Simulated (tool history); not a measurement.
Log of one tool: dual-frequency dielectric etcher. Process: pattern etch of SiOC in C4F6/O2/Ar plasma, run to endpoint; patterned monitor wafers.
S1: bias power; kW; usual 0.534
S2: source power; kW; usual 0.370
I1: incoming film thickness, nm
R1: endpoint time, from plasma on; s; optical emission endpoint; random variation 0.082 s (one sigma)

run   hour     S1     S2     I1    R1
  1    0.0  0.534  0.370  36.67  13.1
  2   15.8  0.534  0.370  36.82  13.1
  3   26.1  0.534  0.370  36.94  13.1
  4   34.6  0.534  0.370  37.12  13.1
  5   66.5  0.534  0.370  36.72  13.1
      89.9  -- source power generator calibrated
      93.4  -- wet clean of the chamber
  6   93.9  0.456  0.370  36.57  14.9
  7   94.8  0.456  0.370  37.04  15.0
  8  101.6  0.456  0.370  36.99  15.1
  9  114.4  0.572  0.370  36.53  13.0
 10  127.5  0.472  0.370  36.96  14.7
 11  141.4  0.655  0.420  36.54  11.7
     177.7  -- bias power generator calibrated
     182.2  -- upper electrode replaced
 12  182.7  0.418  0.290  36.35  16.0
 13  183.0  0.587  0.410  37.22  12.7
 14  183.3  0.413  0.420  37.03  15.2
 15  200.1  0.534  0.370  37.00  13.5
 16  209.7  0.534  0.370  36.77  13.4
 17  219.3  0.534  0.370  36.67  13.3
 18  228.0  0.404  0.320  36.83  16.4

Measured less the same run without the tool's hidden state. The same run-to-run variation is in both; the gauge's scatter may not be:
The hidden state here: etch rate over this chamber's usual, %; bias power that arrives over what is set, %; source power that arrives over what is set, %.
run    R1
  1  -0.4
  2  -0.5
  3  -0.5
  4  -0.6
  5  -0.5
  6  +0.1
  7  +0.0
  8  +0.1
  9  +0.0
 10  -0.1
 11  +0.0
 12  -0.2
 13  -0.1
 14  -0.1
 15  -0.2
 16  -0.2
 17  -0.1
 18  -0.2

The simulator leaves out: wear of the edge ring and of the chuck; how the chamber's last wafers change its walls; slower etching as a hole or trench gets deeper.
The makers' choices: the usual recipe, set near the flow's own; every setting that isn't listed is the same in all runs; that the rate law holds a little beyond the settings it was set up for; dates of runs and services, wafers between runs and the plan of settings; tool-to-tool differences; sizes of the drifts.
